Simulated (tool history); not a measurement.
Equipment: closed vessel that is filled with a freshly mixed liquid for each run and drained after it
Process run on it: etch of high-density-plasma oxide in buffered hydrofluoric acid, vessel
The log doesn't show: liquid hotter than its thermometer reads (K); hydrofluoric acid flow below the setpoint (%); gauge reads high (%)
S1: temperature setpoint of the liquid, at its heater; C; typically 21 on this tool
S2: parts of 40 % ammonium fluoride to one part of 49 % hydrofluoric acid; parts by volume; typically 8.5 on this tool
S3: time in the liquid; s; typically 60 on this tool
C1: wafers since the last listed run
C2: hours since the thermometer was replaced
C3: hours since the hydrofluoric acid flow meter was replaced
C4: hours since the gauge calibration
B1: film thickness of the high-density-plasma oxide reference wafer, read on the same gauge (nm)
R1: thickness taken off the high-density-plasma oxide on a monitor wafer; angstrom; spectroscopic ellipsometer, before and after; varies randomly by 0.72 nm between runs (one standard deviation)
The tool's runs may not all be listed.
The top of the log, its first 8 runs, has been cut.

run 9 day=20.083 | S1=21 S2=8.5 S3=60 | C1=9277 C2=978.7 C3=2134.3 C4=143.8 | B1=90.03 | R1=671.3
run 10 day=21.925 | S1=22.5 S2=8.5 S3=60 | C1=5775 C2=1022.9 C3=2178.5 C4=188 | B1=90.01 | R1=720.5
run 11 day=23.288 | S1=21 S2=8.5 S3=60 | C1=4272 C2=1055.6 C3=2211.2 C4=220.7 | B1=89.98 | R1=677
run 12 day=25.825 | S1=24 S2=5 S3=45 | C1=7957 C2=1116.5 C3=2272.1 C4=281.6 | B1=89.95 | R1=955.4
run 13 day=27.121 | S1=25.5 S2=5 S3=75 | C1=4063 C2=1147.6 C3=2303.2 C4=312.7 | B1=90.03 | R1=1683.6
run 14 day=28.358 | S1=17 S2=9.5 S3=45 | C1=3880 C2=1177.3 C3=2332.9 C4=342.4 | B1=89.98 | R1=352.1
-- day=29.458 thermometer replaced
-- day=30.062 hydrofluoric acid flow meter replaced
run 15 day=30.275 | S1=18 S2=8.5 S3=60 | C1=5749 C2=19.6 C3=5.1 C4=388.4 | B1=90 | R1=627.5
run 16 day=31.783 | S1=21 S2=9.5 S3=45 | C1=4730 C2=55.8 C3=41.3 C4=424.6 | B1=90.03 | R1=513.1
run 17 day=34.017 | S1=21 S2=8.5 S3=40 | C1=7003 C2=109.4 C3=94.9 C4=478.2 | B1=89.98 | R1=489.6
run 18 day=42.233 | S1=25.5 S2=11 S3=60 | C1=25768 C2=306.6 C3=292.1 C4=675.4 | B1=89.97 | R1=756.2
run 19 day=43.596 | S1=21 S2=8.5 S3=60 | C1=4272 C2=339.3 C3=324.8 C4=708.1 | B1=90.01 | R1=734.1
run 20 day=44.8 | S1=21 S2=8.5 S3=70 | C1=3776 C2=368.2 C3=353.7 C4=737 | B1=89.96 | R1=842.2
run 21 day=46.442 | S1=22.5 S2=6 S3=90 | C1=5148 C2=407.6 C3=393.1 C4=776.4 | B1=89.96 | R1=1681.8

Run 22 has not been measured yet. What should we expect?
run 22 day=48.679 | S1=18.5 S2=5.5 S3=80 | C1=7016 C2=461.3 C3=446.8 C4=830.1 | B1=? | R1=?

{"run 22": {"B1": 89.97, "R1": 1283.3}}
Without the tool's hidden state the same run would have given R1 1318.3 angstrom.

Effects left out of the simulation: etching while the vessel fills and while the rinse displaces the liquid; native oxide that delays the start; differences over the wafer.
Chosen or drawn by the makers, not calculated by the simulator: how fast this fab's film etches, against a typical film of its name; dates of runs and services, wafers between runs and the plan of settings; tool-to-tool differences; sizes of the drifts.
